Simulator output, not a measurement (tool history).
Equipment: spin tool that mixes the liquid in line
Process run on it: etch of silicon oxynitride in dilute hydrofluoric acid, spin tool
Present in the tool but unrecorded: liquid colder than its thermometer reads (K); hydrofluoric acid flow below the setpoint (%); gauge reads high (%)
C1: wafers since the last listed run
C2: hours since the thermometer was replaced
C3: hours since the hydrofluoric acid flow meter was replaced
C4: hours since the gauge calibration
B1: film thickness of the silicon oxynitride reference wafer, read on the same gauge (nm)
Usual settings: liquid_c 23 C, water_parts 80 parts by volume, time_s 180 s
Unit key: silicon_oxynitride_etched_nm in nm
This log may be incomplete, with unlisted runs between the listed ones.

run 1 hour=0 | liquid_c=23 water_parts=80 time_s=180 | C1=0 C2=2506.2 C3=1179.3 C4=177.6 | B1=39.994 | silicon_oxynitride_etched_nm=2.317
run 2 hour=11.2 | liquid_c=23 water_parts=80 time_s=180 | C1=44 C2=2517.4 C3=1190.5 C4=188.8 | B1=40.017 | silicon_oxynitride_etched_nm=2.301
run 3 hour=55.9 | liquid_c=23 water_parts=80 time_s=180 | C1=176 C2=2562.1 C3=1235.2 C4=233.5 | B1=39.999 | silicon_oxynitride_etched_nm=2.312
run 4 hour=73.5 | liquid_c=23 water_parts=80 time_s=180 | C1=69 C2=2579.7 C3=1252.8 C4=251.1 | B1=39.978 | silicon_oxynitride_etched_nm=2.296
run 5 hour=90.6 | liquid_c=23 water_parts=80 time_s=180 | C1=67 C2=2596.8 C3=1269.9 C4=268.2 | B1=40.002 | silicon_oxynitride_etched_nm=2.297
run 6 hour=97 | liquid_c=23 water_parts=80 time_s=150 | C1=25 C2=2603.2 C3=1276.3 C4=274.6 | B1=39.993 | silicon_oxynitride_etched_nm=1.915
run 7 hour=105.4 | liquid_c=23 water_parts=80 time_s=150 | C1=33 C2=2611.6 C3=1284.7 C4=283 | B1=39.989 | silicon_oxynitride_etched_nm=1.89
run 8 hour=117.3 | liquid_c=23 water_parts=80 time_s=110 | C1=47 C2=2623.5 C3=1296.6 C4=294.9 | B1=40.027 | silicon_oxynitride_etched_nm=1.404
run 9 hour=131.2 | liquid_c=23 water_parts=80 time_s=110 | C1=54 C2=2637.4 C3=1310.5 C4=308.8 | B1=39.958 | silicon_oxynitride_etched_nm=1.406
run 10 hour=140.6 | liquid_c=23 water_parts=80 time_s=110 | C1=37 C2=2646.8 C3=1319.9 C4=318.2 | B1=40.014 | silicon_oxynitride_etched_nm=1.41
run 11 hour=151.4 | liquid_c=23 water_parts=70 time_s=180 | C1=42 C2=2657.6 C3=1330.7 C4=329 | B1=40.001 | silicon_oxynitride_etched_nm=2.636
run 12 hour=166 | liquid_c=23 water_parts=70 time_s=180 | C1=57 C2=2672.2 C3=1345.3 C4=343.6 | B1=39.976 | silicon_oxynitride_etched_nm=2.623
run 13 hour=180.2 | liquid_c=23 water_parts=65 time_s=180 | C1=56 C2=2686.4 C3=1359.5 C4=357.8 | B1=40.023 | silicon_oxynitride_etched_nm=2.819
-- hour=189 hydrofluoric acid flow meter replaced
run 14 hour=230.8 | liquid_c=23 water_parts=65 time_s=180 | C1=196 C2=2737 C3=41.8 C4=408.4 | B1=40.018 | silicon_oxynitride_etched_nm=3.177
run 15 hour=237.6 | liquid_c=23 water_parts=65 time_s=180 | C1=26 C2=2743.8 C3=48.6 C4=415.2 | B1=40.031 | silicon_oxynitride_etched_nm=3.176
run 16 hour=250.8 | liquid_c=27 water_parts=80 time_s=180 | C1=52 C2=2757 C3=61.8 C4=428.4 | B1=39.957 | silicon_oxynitride_etched_nm=3.116
run 17 hour=259.2 | liquid_c=21 water_parts=80 time_s=290 | C1=33 C2=2765.4 C3=70.2 C4=436.8 | B1=39.997 | silicon_oxynitride_etched_nm=3.708
-- hour=265.5 gauge calibrated
-- hour=272.5 thermometer replaced
run 18 hour=274.5 | liquid_c=27.5 water_parts=65 time_s=180 | C1=56 C2=2 C3=85.5 C4=9 | B1=40.026 | silicon_oxynitride_etched_nm=4.419
run 19 hour=280.8 | liquid_c=23 water_parts=120 time_s=180 | C1=24 C2=8.3 C3=91.8 C4=15.3 | B1=40 | silicon_oxynitride_etched_nm=1.842
run 20 hour=294.1 | liquid_c=20 water_parts=110 time_s=135 | C1=52 C2=21.6 C3=105.1 C4=28.6 | B1=39.994 | silicon_oxynitride_etched_nm=1.317
run 21 hour=303.6 | liquid_c=24.5 water_parts=80 time_s=210 | C1=37 C2=31.1 C3=114.6 C4=38.1 | B1=39.98 | silicon_oxynitride_etched_nm=3.563
run 22 hour=312.9 | liquid_c=20.5 water_parts=105 time_s=260 | C1=36 C2=40.4 C3=123.9 C4=47.4 | B1=40.019 | silicon_oxynitride_etched_nm=2.733
run 23 hour=319.2 | liquid_c=23 water_parts=80 time_s=180 | C1=24 C2=46.7 C3=130.2 C4=53.7 | B1=40.004 | silicon_oxynitride_etched_nm=2.837
run 24 hour=335.2 | liquid_c=25 water_parts=45 time_s=95 | C1=63 C2=62.7 C3=146.2 C4=69.7 | B1=40.022 | silicon_oxynitride_etched_nm=3.024
run 25 hour=343.5 | liquid_c=23 water_parts=80 time_s=180 | C1=32 C2=71 C3=154.5 C4=78 | B1=39.966 | silicon_oxynitride_etched_nm=2.859
run 26 hour=359.9 | liquid_c=23 water_parts=80 time_s=180 | C1=64 C2=87.4 C3=170.9 C4=94.4 | B1=40.016 | silicon_oxynitride_etched_nm=2.839
run 27 hour=372 | liquid_c=26.5 water_parts=105 time_s=110 | C1=47 C2=99.5 C3=183 C4=106.5 | B1=39.959 | silicon_oxynitride_etched_nm=1.508
run 28 hour=380.1 | liquid_c=23 water_parts=80 time_s=180 | C1=32 C2=107.6 C3=191.1 C4=114.6 | B1=39.986 | silicon_oxynitride_etched_nm=2.826
run 29 hour=392.4 | liquid_c=21.5 water_parts=105 time_s=245 | C1=48 C2=119.9 C3=203.4 C4=126.9 | B1=40.029 | silicon_oxynitride_etched_nm=2.64
run 30 hour=411.8 | liquid_c=23 water_parts=60 time_s=250 | C1=76 C2=139.3 C3=222.8 C4=146.3 | B1=40.024 | silicon_oxynitride_etched_nm=5.259
run 31 hour=419.8 | liquid_c=18.5 water_parts=55 time_s=140 | C1=31 C2=147.3 C3=230.8 C4=154.3 | B1=40.02 | silicon_oxynitride_etched_nm=2.609

Each row is a separate what-if for the run after 31, all from the same tool condition, not one after another. Results?
run A hour=420.3 | liquid_c=27.5 water_parts=80 time_s=180 | C1=1 C2=147.8 C3=231.3 C4=154.8 | B1=? | silicon_oxynitride_etched_nm=?
run B hour=420.3 | liquid_c=25 water_parts=80 time_s=290 | C1=1 C2=147.8 C3=231.3 C4=154.8 | B1=? | silicon_oxynitride_etched_nm=?
run C hour=420.3 | liquid_c=26 water_parts=80 time_s=180 | C1=1 C2=147.8 C3=231.3 C4=154.8 | B1=? | silicon_oxynitride_etched_nm=?
run D hour=420.3 | liquid_c=21 water_parts=80 time_s=260 | C1=1 C2=147.8 C3=231.3 C4=154.8 | B1=? | silicon_oxynitride_etched_nm=?
run E hour=420.3 | liquid_c=20 water_parts=95 time_s=180 | C1=1 C2=147.8 C3=231.3 C4=154.8 | B1=? | silicon_oxynitride_etched_nm=?

run=A B1=39.985 silicon_oxynitride_etched_nm=3.519
run=B B1=39.985 silicon_oxynitride_etched_nm=5.041
run=C B1=39.985 silicon_oxynitride_etched_nm=3.28
run=D B1=39.985 silicon_oxynitride_etched_nm=3.725
run=E B1=39.985 silicon_oxynitride_etched_nm=2.044
With no hidden state in the tool, these same runs would have given:
run=A silicon_oxynitride_etched_nm=3.702
run=B silicon_oxynitride_etched_nm=5.303
run=C silicon_oxynitride_etched_nm=3.451
run=D silicon_oxynitride_etched_nm=3.92
run=E silicon_oxynitride_etched_nm=2.152
